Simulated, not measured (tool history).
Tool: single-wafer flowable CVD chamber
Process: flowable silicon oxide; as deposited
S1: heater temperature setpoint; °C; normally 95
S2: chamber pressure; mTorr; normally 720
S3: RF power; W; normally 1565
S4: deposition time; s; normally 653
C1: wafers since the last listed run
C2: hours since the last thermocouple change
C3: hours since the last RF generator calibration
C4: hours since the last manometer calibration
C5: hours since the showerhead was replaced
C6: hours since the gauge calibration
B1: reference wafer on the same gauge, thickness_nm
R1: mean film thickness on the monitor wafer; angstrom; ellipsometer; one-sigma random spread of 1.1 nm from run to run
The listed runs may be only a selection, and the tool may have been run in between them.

run	day	S1	S2	S3	S4	C1	C2	C3	C4	C5	C6	B1	R1
1	0.000	95	720	1565	692	0	1544.6	2141.1	1062.1	2942.9	38.7	345.686	3904.28
2	0.538	104	720	1565	553	45	1557.5	2154.0	1075.0	2955.8	51.6	345.938	2209.86
3	0.833	104	720	1565	553	25	1564.6	2161.1	1082.1	2962.9	58.7	345.665	2207.46
4	1.550	101	720	1565	653	60	1581.8	2178.3	1099.3	2980.1	75.9	345.728	2922.69
5	2.050	95	836	1705	653	42	1593.8	2190.3	1111.3	2992.1	87.9	346.467	4357.07
6	2.379	95	836	1705	653	27	1601.7	2198.2	1119.2	3000.0	95.8	345.994	4373.11
7	2.904	95	836	1705	653	44	1614.3	2210.8	1131.8	3012.6	108.4	346.316	4378.54
8	3.642	95	720	1715	653	62	1632.0	2228.5	1149.5	3030.3	126.1	345.950	3768.80
9	3.900	82	720	1565	544	21	1638.2	2234.7	1155.7	3036.5	132.3	346.047	4881.89
10	4.317	95	720	1565	570	35	1648.2	2244.7	1165.7	3046.5	142.3	346.329	3184.38
11	4.708	95	769	1335	587	33	1657.6	2254.1	1175.1	3055.9	151.7	345.935	3280.45
# day 5.096: thermocouple changed; heater temperature recalibrated
# day 5.596: showerhead replaced
12	6.708	102	606	1470	653	112	38.7	2302.1	1223.1	26.7	199.7	346.133	2467.60
# day 7.483: RF generator calibrated
13	7.504	103	562	1565	586	39	57.8	0.5	1242.2	45.8	218.8	346.039	2030.71
# day 7.617: gauge calibrated
14	7.917	110	720	1275	653	34	67.7	10.4	1252.1	55.7	7.2	345.943	2017.95
15	8.512	95	720	1565	653	50	82.0	24.7	1266.4	70.0	21.5	346.371	3898.69
16	8.825	95	720	1850	653	26	89.5	32.2	1273.9	77.5	29.0	346.017	4123.58
# day 9.483: capacitance manometer re-zeroed and calibrated
17	9.521	95	720	1805	653	30	106.2	48.9	0.9	94.2	45.7	345.769	4085.36
18	10.204	110	720	1275	653	57	122.6	65.3	17.3	110.6	62.1	346.430	2016.76
19	10.454	95	767	1770	653	21	128.6	71.3	23.3	116.6	68.1	345.741	4330.39
20	10.958	104	720	1565	553	42	140.7	83.4	35.4	128.7	80.2	345.597	2330.31
21	11.358	82	658	1805	565	33	150.3	93.0	45.0	138.3	89.8	346.378	5119.14
22	12.108	82	555	1470	613	63	168.3	111.0	63.0	156.3	107.8	346.103	4361.52
23	12.846	95	720	1780	653	62	186.0	128.7	80.7	174.0	125.5	346.351	4030.20
24	13.283	95	720	1565	653	37	196.5	139.2	91.2	184.5	136.0	345.797	3862.99
25	13.717	99	720	1685	653	36	206.9	149.6	101.6	194.9	146.4	346.029	3427.88
26	14.192	95	632	1565	528	40	218.3	161.0	113.0	206.3	157.8	345.772	2757.98
27	14.933	95	893	1420	653	62	236.1	178.8	130.8	224.1	175.6	346.425	4595.30

Below, some changes in R1 between adjacent runs. For each, the amount present without the hidden state too (settings, incoming material, random variation) and the amount remaining for the hidden state with gauge scatter not shared by both compared results:
The tool's hidden condition here consists of: wafer temperature above the value expected at the setpoint (K); delivered RF power above the setpoint (%); true pressure above the setpoint (%); gauge reads high (%).
Run 1 -> 2: S1 95 -> 104, S4 692 -> 553. R1 -1694.42 angstrom: hidden state +111.26, all else -1805.68.
Run 11 -> 12: S1 95 -> 102, S2 769 -> 606, S3 1335 -> 1470, S4 587 -> 653, thermocouple changed; heater temperature recalibrated, showerhead replaced. R1 -812.85 angstrom: hidden state +229.56, all else -1042.41.
Run 18 -> 19: S1 110 -> 95, S2 720 -> 767, S3 1275 -> 1770. R1 +2313.63 angstrom: hidden state -17.65, all else +2331.28.
Run 20 -> 21: S1 104 -> 82, S2 720 -> 658, S3 1565 -> 1805, S4 553 -> 565. R1 +2788.83 angstrom: hidden state -20.42, all else +2809.25.

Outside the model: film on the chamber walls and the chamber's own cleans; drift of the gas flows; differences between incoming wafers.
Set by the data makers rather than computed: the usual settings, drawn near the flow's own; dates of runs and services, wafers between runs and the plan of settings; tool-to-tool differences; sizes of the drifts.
